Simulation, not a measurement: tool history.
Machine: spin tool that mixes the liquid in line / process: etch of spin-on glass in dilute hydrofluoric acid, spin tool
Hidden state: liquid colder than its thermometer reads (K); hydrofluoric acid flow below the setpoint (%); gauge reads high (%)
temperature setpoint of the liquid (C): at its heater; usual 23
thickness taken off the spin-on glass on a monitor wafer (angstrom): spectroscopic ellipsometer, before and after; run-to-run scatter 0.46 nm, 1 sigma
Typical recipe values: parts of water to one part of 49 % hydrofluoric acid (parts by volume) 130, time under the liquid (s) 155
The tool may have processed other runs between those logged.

run	hour	temperature setpoint of the liquid (C)	parts of water to one part of 49 % hydrofluoric acid (parts by volume)	time under the liquid (s)	wafers since the last listed run	hours since the thermometer was replaced	hours since the hydrofluoric acid flow meter was replaced	hours since the gauge calibration	read-back film thickness of the spin-on glass reference wafer, read on the same gauge (nm)	thickness taken off the spin-on glass on a monitor wafer (angstrom)
1	0	23	130	115	0	951.6	1008.4	712.8	30.67	400.3
2	49.9	23	130	115	286	1001.5	1058.3	762.7	30.73	408.2
3	153.2	23	130	155	593	1104.8	1161.6	866	30.86	534.4
4	192.4	23	130	155	225	1144	1200.8	905.2	30.9	543
5	240.4	23	130	155	275	1192	1248.8	953.2	30.96	536.6
6	329	23	130	155	509	1280.6	1337.4	1041.8	31.06	541.7
7	428.1	23	130	220	569	1379.7	1436.5	1140.9	31.18	777.5
8	520.8	23	130	155	532	1472.4	1529.2	1233.6	31.31	550.4
9	614.8	25	155	215	540	1566.4	1623.2	1327.6	31.41	669.4
# hour 652.2: gauge calibrated
10	686.8	27	185	110	413	1638.4	1695.2	34.6	29.98	285
11	788.9	21.5	100	75	586	1740.5	1797.3	136.7	30.09	320.3
# hour 791.8: thermometer replaced
# hour 836.1: hydrofluoric acid flow meter replaced
12	867.9	23	100	155	442	76.1	31.8	215.7	30.19	711.4
13	911	18.5	190	90	247	119.2	74.9	258.8	30.24	168.2
14	977.7	19	85	105	383	185.9	141.6	325.5	30.31	493.2
15	1069	21.5	185	110	524	277.2	232.9	416.8	30.43	233.6

Across each entry between runs, compare the hidden state at the last listed run before it with the hidden state at the first listed run after it:
From run 9 to run 10: gauge calibrated (hour 652.2)
  gauge reads high (%): 4.67 -> -0.0601
  the result without the hidden state subtracted from the measured one, thickness taken off the spin-on glass on a monitor wafer (angstrom): +29.9 -> -0.1
From run 11 to run 12: thermometer replaced (hour 791.8); hydrofluoric acid flow meter replaced (hour 836.1)
  gauge reads high (%): 0.348 -> 0.664
  the result without the hidden state subtracted from the measured one, thickness taken off the spin-on glass on a monitor wafer (angstrom): +1.1 -> +4.7

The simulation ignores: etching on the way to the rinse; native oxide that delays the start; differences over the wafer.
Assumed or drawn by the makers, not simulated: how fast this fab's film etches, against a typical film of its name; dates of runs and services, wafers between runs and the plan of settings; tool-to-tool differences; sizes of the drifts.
